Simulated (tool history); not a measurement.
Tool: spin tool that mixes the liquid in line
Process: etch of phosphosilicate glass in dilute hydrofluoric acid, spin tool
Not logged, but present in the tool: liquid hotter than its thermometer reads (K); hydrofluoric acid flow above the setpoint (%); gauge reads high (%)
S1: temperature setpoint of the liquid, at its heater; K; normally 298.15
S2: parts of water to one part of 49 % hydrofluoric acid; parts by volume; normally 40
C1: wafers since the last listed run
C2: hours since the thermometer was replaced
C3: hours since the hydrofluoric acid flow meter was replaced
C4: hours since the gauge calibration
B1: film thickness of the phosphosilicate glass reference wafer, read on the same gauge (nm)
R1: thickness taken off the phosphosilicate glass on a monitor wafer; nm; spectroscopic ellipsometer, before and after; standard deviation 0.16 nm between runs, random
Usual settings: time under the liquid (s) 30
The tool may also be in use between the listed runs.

Run 1, hour 0.0: usual settings but time under the liquid (s) 20; C1 0; C2 412.6; C3 382.2; C4 287.5; B1 139.98. Result: R1 35.13 nm.
Run 2, hour 63.8: usual settings but S1 296.65 K; C1 823; C2 476.4; C3 446.0; C4 351.3; B1 140.00. Result: R1 49.75 nm.
Run 3, hour 101.5: usual settings; C1 486; C2 514.1; C3 483.7; C4 389.0; B1 140.00. Result: R1 52.78 nm.
Run 4, hour 135.1: usual settings but S1 300.15 K, S2 25 parts by volume; C1 433; C2 547.7; C3 517.3; C4 422.6; B1 140.00. Result: R1 94.26 nm.
Run 5, hour 185.5: usual settings but S1 300.15 K, S2 25 parts by volume; C1 650; C2 598.1; C3 567.7; C4 473.0; B1 139.97. Result: R1 93.65 nm.
Run 6, hour 215.3: usual settings but S1 300.15 K, S2 25 parts by volume; C1 384; C2 627.9; C3 597.5; C4 502.8; B1 140.03. Result: R1 94.39 nm.
Run 7, hour 269.8: usual settings but time under the liquid (s) 35; C1 703; C2 682.4; C3 652.0; C4 557.3; B1 140.00. Result: R1 62.06 nm.
Run 8, hour 336.2: usual settings but time under the liquid (s) 35; C1 857; C2 748.8; C3 718.4; C4 623.7; B1 140.00. Result: R1 61.95 nm.
Run 9, hour 361.0: usual settings; C1 320; C2 773.6; C3 743.2; C4 648.5; B1 139.97. Result: R1 53.21 nm.
Run 10, hour 426.7: usual settings; C1 848; C2 839.3; C3 808.9; C4 714.2; B1 140.01. Result: R1 53.44 nm.
Run 11, hour 483.2: usual settings; C1 729; C2 895.8; C3 865.4; C4 770.7; B1 139.98. Result: R1 53.39 nm.
At hour 530.5: hydrofluoric acid flow meter replaced.
Run 12, hour 548.4: usual settings; C1 828; C2 961.0; C3 17.9; C4 835.9; B1 140.00. Result: R1 52.53 nm.
Run 13, hour 593.3: usual settings; C1 579; C2 1005.9; C3 62.8; C4 880.8; B1 139.99. Result: R1 52.36 nm.
Run 14, hour 797.4: usual settings; C1 2635; C2 1210.0; C3 266.9; C4 1084.9; B1 140.00. Result: R1 52.69 nm.
Run 15, hour 842.1: usual settings but S1 293.15 K, S2 25 parts by volume, time under the liquid (s) 50; C1 577; C2 1254.7; C3 311.6; C4 1129.6; B1 139.99. Result: R1 115.99 nm.
Run 16, hour 884.4: usual settings; C1 546; C2 1297.0; C3 353.9; C4 1171.9; B1 140.00. Result: R1 52.92 nm.
Run 17, hour 944.3: usual settings but S1 296.15 K, S2 60 parts by volume, time under the liquid (s) 40; C1 773; C2 1356.9; C3 413.8; C4 1231.8; B1 140.02. Result: R1 42.02 nm.
At hour 980.5: gauge calibrated.
Run 18, hour 990.6: usual settings but time under the liquid (s) 40; C1 597; C2 1403.2; C3 460.1; C4 10.1; B1 140.00. Result: R1 70.46 nm.
At hour 1057.7: thermometer replaced.
Run 19, hour 1173.2: usual settings but S1 295.65 K, S2 55 parts by volume; C1 2344; C2 115.5; C3 642.7; C4 192.7; B1 139.98. Result: R1 33.94 nm.
Run 20, hour 1226.2: usual settings but S1 299.65 K, time under the liquid (s) 35; C1 684; C2 168.5; C3 695.7; C4 245.7; B1 139.97. Result: R1 65.88 nm.
Run 21, hour 1286.7: usual settings but S2 50 parts by volume, time under the liquid (s) 25; C1 781; C2 229.0; C3 756.2; C4 306.2; B1 140.00. Result: R1 34.87 nm.
Run 22, hour 1340.3: usual settings but S1 294.15 K, S2 30 parts by volume, time under the liquid (s) 40; C1 692; C2 282.6; C3 809.8; C4 359.8; B1 139.99. Result: R1 81.15 nm.
Run 23, hour 1403.9: usual settings but S1 300.15 K, S2 55 parts by volume, time under the liquid (s) 35; C1 821; C2 346.2; C3 873.4; C4 423.4; B1 139.99. Result: R1 48.02 nm.
Run 24, hour 1466.0: usual settings but S1 293.65 K, time under the liquid (s) 15; C1 801; C2 408.3; C3 935.5; C4 485.5; B1 139.99. Result: R1 22.24 nm.
At hour 1483.1: hydrofluoric acid flow meter replaced.
Run 25, hour 1522.1: usual settings but S1 294.15 K, S2 30 parts by volume, time under the liquid (s) 40; C1 711; C2 464.4; C3 39.0; C4 541.6; B1 140.00. Result: R1 79.40 nm.
Run 26, hour 1565.9: usual settings; C1 565; C2 508.2; C3 82.8; C4 585.4; B1 139.96. Result: R1 52.38 nm.
Run 27, hour 1600.0: usual settings but S1 299.65 K, S2 30 parts by volume; C1 440; C2 542.3; C3 116.9; C4 619.5; B1 139.97. Result: R1 75.63 nm.
Run 28, hour 1664.3: usual settings but S1 294.15 K, S2 30 parts by volume; C1 830; C2 606.6; C3 181.2; C4 683.8; B1 140.01. Result: R1 59.86 nm.
Run 29, hour 1692.9: usual settings but S1 296.65 K, S2 30 parts by volume, time under the liquid (s) 40; C1 369; C2 635.2; C3 209.8; C4 712.4; B1 140.01. Result: R1 89.44 nm.
Run 30, hour 1722.9: usual settings but S1 295.65 K, S2 50 parts by volume, time under the liquid (s) 40; C1 387; C2 665.2; C3 239.8; C4 742.4; B1 140.00. Result: R1 50.18 nm.
Run 31, hour 1776.7: usual settings but time under the liquid (s) 25; C1 694; C2 719.0; C3 293.6; C4 796.2; B1 140.00. Result: R1 43.85 nm.

Branching from run 31: 5 alternative next runs. What would each branch give?
Run A, hour 1777.1: usual settings but S2 45 parts by volume; C1 5; C2 719.4; C3 294.0; C4 796.6; B1 ?. Result: R1 ?.
Run B, hour 1777.1: usual settings but S2 50 parts by volume; C1 5; C2 719.4; C3 294.0; C4 796.6; B1 ?. Result: R1 ?.
Run C, hour 1777.1: usual settings but S1 301.65 K, time under the liquid (s) 15; C1 5; C2 719.4; C3 294.0; C4 796.6; B1 ?. Result: R1 ?.
Run D, hour 1777.1: usual settings but S1 303.15 K, time under the liquid (s) 45; C1 5; C2 719.4; C3 294.0; C4 796.6; B1 ?. Result: R1 ?.
Run E, hour 1777.1: usual settings but S1 295.15 K, S2 55 parts by volume, time under the liquid (s) 25; C1 5; C2 719.4; C3 294.0; C4 796.6; B1 ?. Result: R1 ?.

run      B1     R1
  A  140.02  46.34
  B  140.02  41.43
  C  140.02  30.25
  D  140.02  96.36
  E  140.02  27.55
With the hidden condition removed and each run's random variation left untouched, the same runs would have given:
run     R1
  A  45.96
  B  41.08
  C  30.01
  D  95.56
  E  27.32

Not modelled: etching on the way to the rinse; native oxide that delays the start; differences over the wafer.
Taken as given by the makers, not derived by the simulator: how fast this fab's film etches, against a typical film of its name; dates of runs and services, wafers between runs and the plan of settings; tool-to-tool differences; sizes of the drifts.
